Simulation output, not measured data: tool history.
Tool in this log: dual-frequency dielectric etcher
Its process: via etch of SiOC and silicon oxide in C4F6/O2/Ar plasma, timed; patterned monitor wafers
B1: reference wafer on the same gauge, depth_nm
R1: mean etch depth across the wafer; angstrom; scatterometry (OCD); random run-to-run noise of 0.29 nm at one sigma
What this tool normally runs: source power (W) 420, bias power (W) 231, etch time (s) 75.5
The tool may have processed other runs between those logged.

{"run": 1, "hour": 0.0, "source power (W)": 420, "bias power (W)": 231, "etch time (s)": 63.0, "B1": 80.0, "R1": 812}
{"hour": 40.2, "done": "source power generator calibrated"}
{"run": 2, "hour": 90.6, "source power (W)": 420, "bias power (W)": 231, "etch time (s)": 63.0, "B1": 79.9, "R1": 788}
{"run": 3, "hour": 173.1, "source power (W)": 420, "bias power (W)": 231, "etch time (s)": 75.5, "B1": 79.8, "R1": 949}
{"hour": 234.6, "done": "gauge calibrated"}
{"run": 4, "hour": 248.6, "source power (W)": 420, "bias power (W)": 231, "etch time (s)": 75.5, "B1": 79.9, "R1": 944}
{"run": 5, "hour": 294.7, "source power (W)": 420, "bias power (W)": 231, "etch time (s)": 75.5, "B1": 79.9, "R1": 941}
{"hour": 325.1, "done": "wet clean of the chamber"}
{"run": 6, "hour": 359.3, "source power (W)": 420, "bias power (W)": 231, "etch time (s)": 75.5, "B1": 79.9, "R1": 970}
{"run": 7, "hour": 445.1, "source power (W)": 420, "bias power (W)": 206, "etch time (s)": 75.5, "B1": 79.9, "R1": 911}
{"run": 8, "hour": 528.1, "source power (W)": 350, "bias power (W)": 204, "etch time (s)": 81.5, "B1": 79.9, "R1": 918}
{"run": 9, "hour": 722.3, "source power (W)": 500, "bias power (W)": 279, "etch time (s)": 57.5, "B1": 79.9, "R1": 856}
{"run": 10, "hour": 784.6, "source power (W)": 420, "bias power (W)": 201, "etch time (s)": 82.0, "B1": 79.9, "R1": 959}
{"run": 11, "hour": 862.1, "source power (W)": 380, "bias power (W)": 283, "etch time (s)": 96.0, "B1": 79.9, "R1": 1307}
{"run": 12, "hour": 963.6, "source power (W)": 450, "bias power (W)": 267, "etch time (s)": 63.0, "B1": 79.9, "R1": 876}
{"run": 13, "hour": 1047.7, "source power (W)": 460, "bias power (W)": 266, "etch time (s)": 83.0, "B1": 79.9, "R1": 1157}
{"hour": 1144.2, "done": "upper electrode replaced"}
{"run": 14, "hour": 1144.7, "source power (W)": 420, "bias power (W)": 231, "etch time (s)": 75.5, "B1": 80.0, "R1": 952}
{"hour": 1185.2, "done": "wet clean of the chamber"}
{"run": 15, "hour": 1218.9, "source power (W)": 420, "bias power (W)": 189, "etch time (s)": 84.0, "B1": 79.9, "R1": 981}
{"run": 16, "hour": 1467.2, "source power (W)": 420, "bias power (W)": 185, "etch time (s)": 89.5, "B1": 79.9, "R1": 1022}
{"hour": 1549.0, "done": "bias power generator calibrated"}
{"run": 17, "hour": 1552.9, "source power (W)": 420, "bias power (W)": 231, "etch time (s)": 75.5, "B1": 79.9, "R1": 974}
{"hour": 1611.3, "done": "source power generator calibrated"}
{"run": 18, "hour": 1658.0, "source power (W)": 500, "bias power (W)": 279, "etch time (s)": 57.5, "B1": 79.9, "R1": 855}
{"run": 19, "hour": 1728.9, "source power (W)": 370, "bias power (W)": 173, "etch time (s)": 64.0, "B1": 79.9, "R1": 659}
{"run": 20, "hour": 1800.9, "source power (W)": 420, "bias power (W)": 231, "etch time (s)": 75.5, "B1": 79.9, "R1": 951}
{"run": 21, "hour": 1883.3, "source power (W)": 420, "bias power (W)": 231, "etch time (s)": 75.5, "B1": 79.9, "R1": 952}
{"run": 22, "hour": 1983.7, "source power (W)": 350, "bias power (W)": 275, "etch time (s)": 57.5, "B1": 79.9, "R1": 741}
{"hour": 2012.9, "done": "wet clean of the chamber"}
{"run": 23, "hour": 2043.6, "source power (W)": 490, "bias power (W)": 231, "etch time (s)": 83.0, "B1": 79.9, "R1": 1133}
{"run": 24, "hour": 2096.8, "source power (W)": 420, "bias power (W)": 231, "etch time (s)": 97.0, "B1": 79.9, "R1": 1259}
{"run": 25, "hour": 2191.6, "source power (W)": 420, "bias power (W)": 231, "etch time (s)": 75.5, "B1": 79.9, "R1": 971}
{"run": 26, "hour": 2231.4, "source power (W)": 480, "bias power (W)": 280, "etch time (s)": 60.0, "B1": 79.9, "R1": 893}
{"run": 27, "hour": 2316.9, "source power (W)": 420, "bias power (W)": 182, "etch time (s)": 75.5, "B1": 79.8, "R1": 847}
{"run": 28, "hour": 2365.3, "source power (W)": 420, "bias power (W)": 231, "etch time (s)": 97.0, "B1": 79.9, "R1": 1243}
{"run": 29, "hour": 2435.6, "source power (W)": 370, "bias power (W)": 231, "etch time (s)": 75.5, "B1": 79.9, "R1": 924}
{"run": 30, "hour": 2519.2, "source power (W)": 420, "bias power (W)": 231, "etch time (s)": 96.0, "B1": 79.8, "R1": 1225}

Selected run-to-run steps in R1, each split into two signed amounts: the part the tool would show with no hidden state at all (from settings, incoming material and random variation), and the remainder, which goes to the hidden state together with any gauge scatter not common to the measured and the hidden-state-free results:
Hidden state present: etch rate over this chamber's usual, %; source power that arrives over what is set, %; bias power that arrives over what is set, %; gauge reads high (%).
Run 5 -> 6: wet clean of the chamber. R1 +29 angstrom: hidden state +31, all else -2.
Run 11 -> 12: source power (W) 380 -> 450, bias power (W) 283 -> 267, etch time (s) 96.0 -> 63.0. R1 -431 angstrom: hidden state +7, all else -438.
Run 14 -> 15: bias power (W) 231 -> 189, etch time (s) 75.5 -> 84.0, wet clean of the chamber. R1 +29 angstrom: hidden state +38, all else -9.
Run 22 -> 23: source power (W) 350 -> 490, bias power (W) 275 -> 231, etch time (s) 57.5 -> 83.0, wet clean of the chamber. R1 +392 angstrom: hidden state +26, all else +366.
Run 27 -> 28: bias power (W) 182 -> 231, etch time (s) 75.5 -> 97.0. R1 +396 angstrom: hidden state -7, all else +403.
